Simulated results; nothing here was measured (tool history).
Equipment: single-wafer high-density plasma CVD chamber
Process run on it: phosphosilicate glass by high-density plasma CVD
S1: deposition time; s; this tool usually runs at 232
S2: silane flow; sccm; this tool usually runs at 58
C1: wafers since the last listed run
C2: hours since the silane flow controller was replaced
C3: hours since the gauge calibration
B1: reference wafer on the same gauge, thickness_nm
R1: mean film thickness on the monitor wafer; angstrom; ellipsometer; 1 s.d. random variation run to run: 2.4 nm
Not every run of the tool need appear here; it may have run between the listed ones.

Run 1, hour 0: usual settings; C1 0; C2 2237.1; C3 297; B1 1639.798. Result: R1 13742.46 angstrom.
Run 2, hour 52.9: usual settings; C1 298; C2 2290; C3 349.9; B1 1639.759. Result: R1 13744.89 angstrom.
Run 3, hour 62.1: usual settings; C1 51; C2 2299.2; C3 359.1; B1 1639.69. Result: R1 13759.59 angstrom.
Run 4, hour 76.1: usual settings but S1 214 s, S2 50 sccm; C1 79; C2 2313.2; C3 373.1; B1 1639.892. Result: R1 11560.99 angstrom.
Run 5, hour 94: usual settings but S1 213 s, S2 52 sccm; C1 101; C2 2331.1; C3 391; B1 1640.169. Result: R1 11824.1 angstrom.
Run 6, hour 106.4: usual settings but S1 220 s, S2 50 sccm; C1 70; C2 2343.5; C3 403.4; B1 1639.27. Result: R1 11903.16 angstrom.
Run 7, hour 120.4: usual settings; C1 79; C2 2357.5; C3 417.4; B1 1639.747. Result: R1 13683.95 angstrom.
Run 8, hour 134.5: usual settings; C1 79; C2 2371.6; C3 431.5; B1 1639.283. Result: R1 13689.96 angstrom.
Run 9, hour 148.3: usual settings; C1 77; C2 2385.4; C3 445.3; B1 1640.018. Result: R1 13654.99 angstrom.
Run 10, hour 158.2: usual settings; C1 55; C2 2395.3; C3 455.2; B1 1640.356. Result: R1 13660.81 angstrom.
Run 11, hour 166: usual settings; C1 44; C2 2403.1; C3 463; B1 1639.538. Result: R1 13637.03 angstrom.
Run 12, hour 174: usual settings; C1 45; C2 2411.1; C3 471; B1 1640.117. Result: R1 13666.2 angstrom.
At hour 199.3: silane flow controller replaced.
Run 13, hour 202.8: usual settings but S1 220 s; C1 117; C2 3.5; C3 499.8; B1 1639.746. Result: R1 13393.76 angstrom.
Run 14, hour 219.9: usual settings but S1 220 s; C1 96; C2 20.6; C3 516.9; B1 1640.696. Result: R1 13400.02 angstrom.
Run 15, hour 226.6: usual settings but S1 220 s; C1 37; C2 27.3; C3 523.6; B1 1639.844. Result: R1 13375.92 angstrom.
At hour 264.6: gauge calibrated.
Run 16, hour 269.4: usual settings but S1 209 s; C1 241; C2 70.1; C3 4.8; B1 1639.297. Result: R1 12687.12 angstrom.
Run 17, hour 285.5: usual settings but S1 209 s; C1 90; C2 86.2; C3 20.9; B1 1639.322. Result: R1 12681.4 angstrom.
Run 18, hour 297.7: usual settings; C1 68; C2 98.4; C3 33.1; B1 1640.299. Result: R1 14104.61 angstrom.
Run 19, hour 308: usual settings; C1 58; C2 108.7; C3 43.4; B1 1640.125. Result: R1 14065.37 angstrom.
Run 20, hour 318.4: usual settings but S1 254 s; C1 58; C2 119.1; C3 53.8; B1 1639.731. Result: R1 15397.81 angstrom.
Run 21, hour 332.3: usual settings but S1 254 s; C1 78; C2 133; C3 67.7; B1 1639.276. Result: R1 15446.31 angstrom.
Run 22, hour 348.7: usual settings but S1 254 s; C1 92; C2 149.4; C3 84.1; B1 1639.589. Result: R1 15454.13 angstrom.
Run 23, hour 364.2: usual settings; C1 87; C2 164.9; C3 99.6; B1 1639.696. Result: R1 14119.73 angstrom.
Run 24, hour 374.4: usual settings; C1 57; C2 175.1; C3 109.8; B1 1639.888. Result: R1 14102.09 angstrom.
Run 25, hour 390.4: usual settings but S1 248 s, S2 69 sccm; C1 90; C2 191.1; C3 125.8; B1 1640.251. Result: R1 16843.41 angstrom.
Run 26, hour 396.4: usual settings but S1 188 s, S2 47 sccm; C1 33; C2 197.1; C3 131.8; B1 1640.204. Result: R1 10102.89 angstrom.
Run 27, hour 406.9: usual settings but S2 61 sccm; C1 59; C2 207.6; C3 142.3; B1 1639.843. Result: R1 14535.32 angstrom.
Run 28, hour 415.1: usual settings but S1 251 s, S2 62 sccm; C1 46; C2 215.8; C3 150.5; B1 1639.862. Result: R1 15853.6 angstrom.
Run 29, hour 430.1: usual settings but S1 201 s, S2 67 sccm; C1 84; C2 230.8; C3 165.5; B1 1640.706. Result: R1 13342.36 angstrom.
Run 30, hour 443: usual settings but S1 193 s, S2 66 sccm; C1 72; C2 243.7; C3 178.4; B1 1639.452. Result: R1 12761.72 angstrom.
Run 31, hour 454.5: usual settings but S1 199 s, S2 53 sccm; C1 64; C2 255.2; C3 189.9; B1 1641.05. Result: R1 11501.91 angstrom.
Run 32, hour 469.9: usual settings; C1 87; C2 270.6; C3 205.3; B1 1639.743. Result: R1 14127.9 angstrom.
Run 33, hour 479.8: usual settings but S1 189 s, S2 64 sccm; C1 55; C2 280.5; C3 215.2; B1 1639.97. Result: R1 12194.03 angstrom.
Run 34, hour 494.2: usual settings but S1 212 s, S2 67 sccm; C1 81; C2 294.9; C3 229.6; B1 1641.508. Result: R1 14085.66 angstrom.
Run 35, hour 510.6: usual settings but S2 54 sccm; C1 92; C2 311.3; C3 246; B1 1638.492. Result: R1 13489.24 angstrom.
Run 36, hour 525: usual settings but S1 220 s; C1 81; C2 325.7; C3 260.4; B1 1640.45. Result: R1 13386.95 angstrom.
Run 37, hour 531.9: usual settings; C1 38; C2 332.6; C3 267.3; B1 1641.048. Result: R1 14104.5 angstrom.
Run 38, hour 543.4: usual settings but S1 265 s, S2 67 sccm; C1 64; C2 344.1; C3 278.8; B1 1639.76. Result: R1 17624.7 angstrom.
Run 39, hour 555.2: usual settings but S1 209 s, S2 64 sccm; C1 66; C2 355.9; C3 290.6; B1 1640. Result: R1 13516.56 angstrom.
Run 40, hour 571: usual settings but S1 265 s, S2 51 sccm; C1 89; C2 371.7; C3 306.4; B1 1640.946. Result: R1 14878.74 angstrom.
Run 41, hour 577.6: usual settings; C1 37; C2 378.3; C3 313; B1 1640.481. Result: R1 14071.54 angstrom.
Run 42, hour 588.4: usual settings but S1 268 s, S2 55 sccm; C1 61; C2 389.1; C3 323.8; B1 1639.397. Result: R1 15825.58 angstrom.
Run 43, hour 596.3: usual settings but S1 256 s, S2 47 sccm; C1 44; C2 397; C3 331.7; B1 1640.076. Result: R1 13775.33 angstrom.
Run 44, hour 605.1: usual settings but S1 249 s, S2 46 sccm; C1 49; C2 405.8; C3 340.5; B1 1639.774. Result: R1 13245.09 angstrom.

A few steps of R1 between consecutive runs. Split each: what settings, incoming material and random variation would produce without the hidden state, and what is left over for the hidden state, along with gauge scatter present in only one of the two compared results (measured, and without hidden state):
The hidden state here: delivered silane flow above the setpoint (%); gauge reads high (%).
Run 3 -> 4: S1 232 -> 214, S2 58 -> 50. R1 -2198.6 angstrom: hidden state +63.72, all else -2262.32.
Run 6 -> 7: S1 220 -> 232, S2 50 -> 58. R1 +1780.79 angstrom: hidden state -62.17, all else +1842.96.
Run 12 -> 13: S1 232 -> 220, silane flow controller replaced. R1 -272.44 angstrom: hidden state +436.41, all else -708.85.
Run 25 -> 26: S1 248 -> 188, S2 69 -> 47. R1 -6740.52 angstrom: hidden state +14.51, all else -6755.03.
Run 26 -> 27: S1 188 -> 232, S2 47 -> 61. R1 +4432.43 angstrom: hidden state -10.01, all else +4442.44.
Run 38 -> 39: S1 265 -> 209, S2 67 -> 64. R1 -4108.14 angstrom: hidden state +10.12, all else -4118.26.
